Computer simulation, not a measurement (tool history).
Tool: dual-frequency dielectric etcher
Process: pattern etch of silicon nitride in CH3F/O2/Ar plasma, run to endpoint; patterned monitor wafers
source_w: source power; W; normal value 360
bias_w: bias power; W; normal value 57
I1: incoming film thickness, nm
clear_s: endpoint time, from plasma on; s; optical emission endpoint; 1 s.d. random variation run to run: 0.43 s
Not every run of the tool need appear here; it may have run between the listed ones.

run 1 hour=0.0 | source_w=360 bias_w=57 | I1=36.56 | clear_s=57.2
run 2 hour=7.7 | source_w=430 bias_w=57 | I1=36.76 | clear_s=52.6
run 3 hour=15.6 | source_w=430 bias_w=57 | I1=36.53 | clear_s=53.7
run 4 hour=31.3 | source_w=430 bias_w=57 | I1=36.81 | clear_s=53.5
run 5 hour=47.4 | source_w=360 bias_w=61 | I1=36.70 | clear_s=56.8
run 6 hour=58.4 | source_w=360 bias_w=57 | I1=36.59 | clear_s=57.1
run 7 hour=68.4 | source_w=360 bias_w=57 | I1=36.46 | clear_s=57.4
run 8 hour=75.1 | source_w=360 bias_w=57 | I1=36.52 | clear_s=57.6
-- hour=103.7 upper electrode replaced
run 9 hour=104.2 | source_w=360 bias_w=46 | I1=36.91 | clear_s=62.3
run 10 hour=104.5 | source_w=360 bias_w=46 | I1=37.15 | clear_s=63.4
run 11 hour=104.9 | source_w=360 bias_w=46 | I1=36.69 | clear_s=61.9
run 12 hour=108.6 | source_w=360 bias_w=57 | I1=36.67 | clear_s=57.4
run 13 hour=114.7 | source_w=360 bias_w=57 | I1=36.70 | clear_s=57.4
run 14 hour=127.0 | source_w=360 bias_w=48 | I1=36.91 | clear_s=60.9
-- hour=158.3 wet clean of the chamber
run 15 hour=158.8 | source_w=360 bias_w=57 | I1=36.74 | clear_s=57.1
run 16 hour=159.2 | source_w=430 bias_w=57 | I1=37.20 | clear_s=53.9
run 17 hour=164.3 | source_w=280 bias_w=70 | I1=36.73 | clear_s=59.2
run 18 hour=181.1 | source_w=310 bias_w=66 | I1=36.69 | clear_s=58.9
-- hour=193.6 bias power generator calibrated
run 19 hour=194.1 | source_w=440 bias_w=67 | I1=36.96 | clear_s=50.3
run 20 hour=200.2 | source_w=360 bias_w=50 | I1=36.84 | clear_s=61.1
-- hour=207.4 source power generator calibrated
run 21 hour=214.9 | source_w=410 bias_w=57 | I1=36.63 | clear_s=54.5
run 22 hour=224.1 | source_w=360 bias_w=62 | I1=36.73 | clear_s=55.5
run 23 hour=237.1 | source_w=390 bias_w=67 | I1=36.62 | clear_s=52.7
run 24 hour=246.6 | source_w=290 bias_w=69 | I1=36.31 | clear_s=57.8
run 25 hour=264.0 | source_w=360 bias_w=63 | I1=36.72 | clear_s=56.1
run 26 hour=271.7 | source_w=360 bias_w=52 | I1=36.67 | clear_s=59.0

3 options for the next run, each taken on its own from the tool as it stands now. Forecast them:
run A hour=272.1 | source_w=360 bias_w=66 | I1=36.87 | clear_s=?
run B hour=272.1 | source_w=440 bias_w=61 | I1=36.87 | clear_s=?
run C hour=272.1 | source_w=300 bias_w=57 | I1=36.87 | clear_s=?

run=A clear_s=54.6
run=B clear_s=51.4
run=C clear_s=62.4
Stripped of hidden state, with their random variation kept, the same runs would have yielded:
run=A clear_s=54.6
run=B clear_s=51.4
run=C clear_s=62.4

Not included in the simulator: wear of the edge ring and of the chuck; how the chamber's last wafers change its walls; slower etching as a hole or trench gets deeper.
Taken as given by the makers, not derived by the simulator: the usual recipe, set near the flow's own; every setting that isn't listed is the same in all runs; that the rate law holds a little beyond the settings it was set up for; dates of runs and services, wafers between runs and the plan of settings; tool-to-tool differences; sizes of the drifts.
